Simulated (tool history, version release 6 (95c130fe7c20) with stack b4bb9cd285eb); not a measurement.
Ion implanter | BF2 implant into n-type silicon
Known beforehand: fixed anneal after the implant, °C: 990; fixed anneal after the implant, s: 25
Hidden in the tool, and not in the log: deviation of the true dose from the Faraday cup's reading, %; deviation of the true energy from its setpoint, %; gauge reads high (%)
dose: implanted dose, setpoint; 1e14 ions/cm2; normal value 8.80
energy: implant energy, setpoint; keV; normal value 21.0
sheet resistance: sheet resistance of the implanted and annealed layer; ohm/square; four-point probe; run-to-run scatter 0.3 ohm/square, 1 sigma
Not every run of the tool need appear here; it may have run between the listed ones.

run   hour   dose  energy  wafers since the last listed run  hours since the last dose calibration  hours since the extraction supply was calibrated  hours since the gauge calibration  read-back reference wafer on the same gauge, sheet resistance  sheet resistance
  1    0.0   8.80    25.5                                 0                                 1888.9                                            3898.3                              400.8                                                         210.80            180.75
  2    8.6   8.80    21.0                               361                                 1897.5                                            3906.9                              409.4                                                         210.81            195.80
  3   56.4   8.80    21.0                              2008                                 1945.3                                            3954.7                              457.2                                                         210.82            194.83
  4   73.6   8.80    21.0                               722                                 1962.5                                            3971.9                              474.4                                                         210.78            195.18
  5   79.8   7.52    17.5                               260                                 1968.7                                            3978.1                              480.6                                                         210.75            220.80
  6   94.2   7.52    17.5                               604                                 1983.1                                            3992.5                              495.0                                                         210.64            220.72
  7  103.0   7.52    17.5                               369                                 1991.9                                            4001.3                              503.8                                                         210.72            220.28
  8  109.4   8.80    21.0                               268                                 1998.3                                            4007.7                              510.2                                                         210.83            194.62
  9  115.7   8.80    21.0                               264                                 2004.6                                            4014.0                              516.5                                                         210.66            194.68
 10  122.3   8.80    21.0                               277                                 2011.2                                            4020.6                              523.1                                                         210.71            195.31
 11  136.8   7.68    24.5                               609                                 2025.7                                            4035.1                              537.6                                                         210.61            193.04
 12  165.3   7.68    24.5                              1197                                 2054.2                                            4063.6                              566.1                                                         210.66            192.94
 13  176.7   8.80    16.0                               478                                 2065.6                                            4075.0                              577.5                                                         210.59            217.43
     181.0  -- gauge calibrated
 14  186.3   8.80    16.0                               403                                 2075.2                                            4084.6                                5.3                                                         212.84            219.78
 15  198.6   8.80    21.0                               516                                 2087.5                                            4096.9                               17.6                                                         212.79            197.22
 16  209.8   8.80    18.0                               470                                 2098.7                                            4108.1                               28.8                                                         212.64            209.66
 17  222.5   8.80    18.0                               533                                 2111.4                                            4120.8                               41.5                                                         212.76            209.26
 18  231.9   7.76    21.0                               394                                 2120.8                                            4130.2                               50.9                                                         212.51            204.93
 19  240.4   8.80    21.0                               357                                 2129.3                                            4138.7                               59.4                                                         212.32            196.95
 20  248.6   8.12    26.5                               344                                 2137.5                                            4146.9                               67.6                                                         212.07            184.51
 21  261.2   6.94    15.0                               529                                 2150.1                                            4159.5                               80.2                                                         212.05            241.36
 22  274.6   8.80    21.0                               562                                 2163.5                                            4172.9                               93.6                                                         212.03            196.34
 23  287.3   8.80    21.0                               533                                 2176.2                                            4185.6                              106.3                                                         212.07            196.41
 24  294.4   8.80    21.0                               298                                 2183.3                                            4192.7                              113.4                                                         211.89            196.30
 25  312.1  10.02    14.5                               743                                 2201.0                                            4210.4                              131.1                                                         211.79            219.79
 26  328.0   8.80    21.0                               667                                 2216.9                                            4226.3                              147.0                                                         211.71            196.27
 27  334.8   7.14    21.0                               285                                 2223.7                                            4233.1                              153.8                                                         211.79            211.73
     351.1  -- Faraday cup replaced and dose calibrated
 28  363.7  10.17    21.0                               877                                   12.6                                            4262.0                              182.7                                                         211.38            188.42
     376.8  -- extraction supply calibrated
 29  377.3  11.01    25.5                               235                                   26.2                                               0.5                              196.3                                                         211.34            168.66
 30  390.5  10.18    23.0                               554                                   39.4                                              13.7                              209.5                                                         211.47            180.27
 31  397.1   8.80    21.0                               277                                   46.0                                              20.3                              216.1                                                         211.42            195.85
 32  448.8   6.56    21.0                              2171                                   97.7                                              72.0                              267.8                                                         211.19            219.61
 33  463.3  11.35    21.0                               609                                  112.2                                              86.5                              282.3                                                         211.27            182.35
 34  472.1   8.80    21.0                               369                                  121.0                                              95.3                              291.1                                                         211.09            195.34
 35  484.5  10.18    15.0                               520                                  133.4                                             107.7                              303.5                                                         211.04            215.64
 36  500.6   8.80    21.0                               676                                  149.5                                             123.8                              319.6                                                         210.94            195.65

Predict each of these 5 candidate next runs independently; none follows another, all start after run 36:
  A  501.0   8.80    23.5                                16                                  149.9                                             124.2                              320.0                                                              ?                 ?
  B  501.0   9.85    18.0                                16                                  149.9                                             124.2                              320.0                                                              ?                 ?
  C  501.0   7.76    25.0                                16                                  149.9                                             124.2                              320.0                                                              ?                 ?
  D  501.0   7.06    17.0                                16                                  149.9                                             124.2                              320.0                                                              ?                 ?
  E  501.0  10.48    24.5                                16                                  149.9                                             124.2                              320.0                                                              ?                 ?

run  read-back reference wafer on the same gauge, sheet resistance  sheet resistance
  A                                                         211.00            186.71
  B                                                         211.00            201.83
  C                                                         211.00            191.27
  D                                                         211.00            228.67
  E                                                         211.00            173.77
Take away the tool's hidden state, keep each run's random variation, and the runs would have read:
run  sheet resistance
  A            188.45
  B            203.72
  C            193.06
  D            230.80
  E            175.39
